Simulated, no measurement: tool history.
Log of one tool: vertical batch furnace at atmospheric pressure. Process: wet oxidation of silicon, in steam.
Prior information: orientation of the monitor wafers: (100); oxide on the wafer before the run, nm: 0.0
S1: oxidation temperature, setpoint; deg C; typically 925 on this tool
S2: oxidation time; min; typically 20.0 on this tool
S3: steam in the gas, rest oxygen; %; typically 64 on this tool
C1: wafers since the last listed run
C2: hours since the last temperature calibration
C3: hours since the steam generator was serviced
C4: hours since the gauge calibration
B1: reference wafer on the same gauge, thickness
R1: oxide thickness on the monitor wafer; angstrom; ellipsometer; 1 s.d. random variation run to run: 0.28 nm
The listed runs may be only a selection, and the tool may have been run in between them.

run,day,S1,S2,S3,C1,C2,C3,C4,B1,R1
1,0.000,925,20.0,64,0,996.8,1595.9,519.5,58.17,503.8
2,1.921,925,20.0,64,1041,1042.9,1642.0,565.6,58.22,512.4
3,5.567,925,20.0,64,1977,1130.4,1729.5,653.1,58.19,506.4
4,7.733,925,20.0,64,1175,1182.4,1781.5,705.1,58.18,511.2
5,9.246,925,20.0,64,820,1218.7,1817.8,741.4,58.20,504.9
6,13.579,925,20.0,64,2350,1322.7,1921.8,845.4,58.14,503.2
7,15.321,925,20.0,64,944,1364.5,1963.6,887.2,58.22,503.0
8,19.438,925,20.0,64,2232,1463.3,2062.4,986.0,58.19,505.0
9,23.171,925,20.0,70,2024,1552.9,2152.0,1075.6,58.25,551.2
# day 26.083: thermocouples replaced and temperature profile calibrated
10,27.375,925,20.0,70,1737,31.0,2252.9,1176.5,58.19,549.8
11,29.550,946,10.5,59,1179,83.2,2305.1,1228.7,58.22,332.3
# day 33.188: gauge calibrated
12,33.712,925,20.0,53,2257,183.1,2405.0,12.6,58.19,420.3
13,35.550,944,14.5,64,996,227.2,2449.1,56.7,58.18,474.0

What does the tool deliver on the next run?
# day 37.850: steam generator serviced
14,37.871,905,25.0,67,716,282.9,0.5,112.4,?,?

B1: 58.18
R1: 536.7 angstrom
With the hidden condition absent and the run-to-run variation left alone, this run would have shown R1 543.0 angstrom.

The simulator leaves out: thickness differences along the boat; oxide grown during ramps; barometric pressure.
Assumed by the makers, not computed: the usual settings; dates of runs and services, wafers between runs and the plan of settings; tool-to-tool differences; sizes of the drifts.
